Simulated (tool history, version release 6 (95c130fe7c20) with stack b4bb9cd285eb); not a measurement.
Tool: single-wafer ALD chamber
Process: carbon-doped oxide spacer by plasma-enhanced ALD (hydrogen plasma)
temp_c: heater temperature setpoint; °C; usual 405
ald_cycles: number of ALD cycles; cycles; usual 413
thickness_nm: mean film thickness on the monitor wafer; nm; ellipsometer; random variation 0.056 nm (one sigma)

run    hour  temp_c  ald_cycles  read-back reference wafer on the same gauge, thickness_nm  thickness_nm
  1       0     405         451                                                     18.496        24.289
  2    26.9     405         451                                                     18.493        24.324
  3    54.8     405         451                                                     18.494        24.313
  4     118     398         413                                                     18.517        22.205
  5   153.6     398         413                                                     18.505        22.241
  6   221.9     405         413                                                       18.5        22.271
  7   275.6     405         413                                                     18.515        22.297
  8   301.4     405         413                                                     18.509        22.268
  9   340.6     405         413                                                     18.498        22.255
 10   530.5     405         442                                                     18.511        23.767
 11   586.5     405         413                                                     18.511        22.201
 12   644.9     405         413                                                     18.505         22.17
 13   678.5     405         413                                                     18.469        22.234
 14   730.8     417         413                                                     18.485        21.455
      755.3  -- gauge calibrated
 15   774.4     411         460                                                     18.525        24.365
 16     818     405         413                                                     18.484        22.259
 17     889     405         413                                                      18.49        22.345
 18   924.3     405         413                                                     18.532        22.199
      985.5  -- thermocouple changed; heater temperature recalibrated
 19     986     409         376                                                     18.509        19.697
 20  1055.2     414         431                                                       18.5        22.298
 21  1079.7     414         431                                                     18.491        22.204
 22  1125.5     415         372                                                     18.481        19.169
 23  1165.6     391         413                                                     18.508        22.143
 24  1201.6     405         413                                                     18.499        22.074
 25    1256     405         413                                                     18.496        22.089
 26  1292.8     418         470                                                     18.525        24.048
 27  1342.9     405         354                                                     18.491        19.009
 28  1382.2     390         413                                                     18.514        22.262

Forecast run 29:
 29  1429.9     419         413                                                          ?             ?

Run 29 gave read-back reference wafer on the same gauge, thickness_nm 18.512, thickness_nm 21.101 nm.
Without the tool's hidden state the same run would have given thickness_nm 20.882 nm.
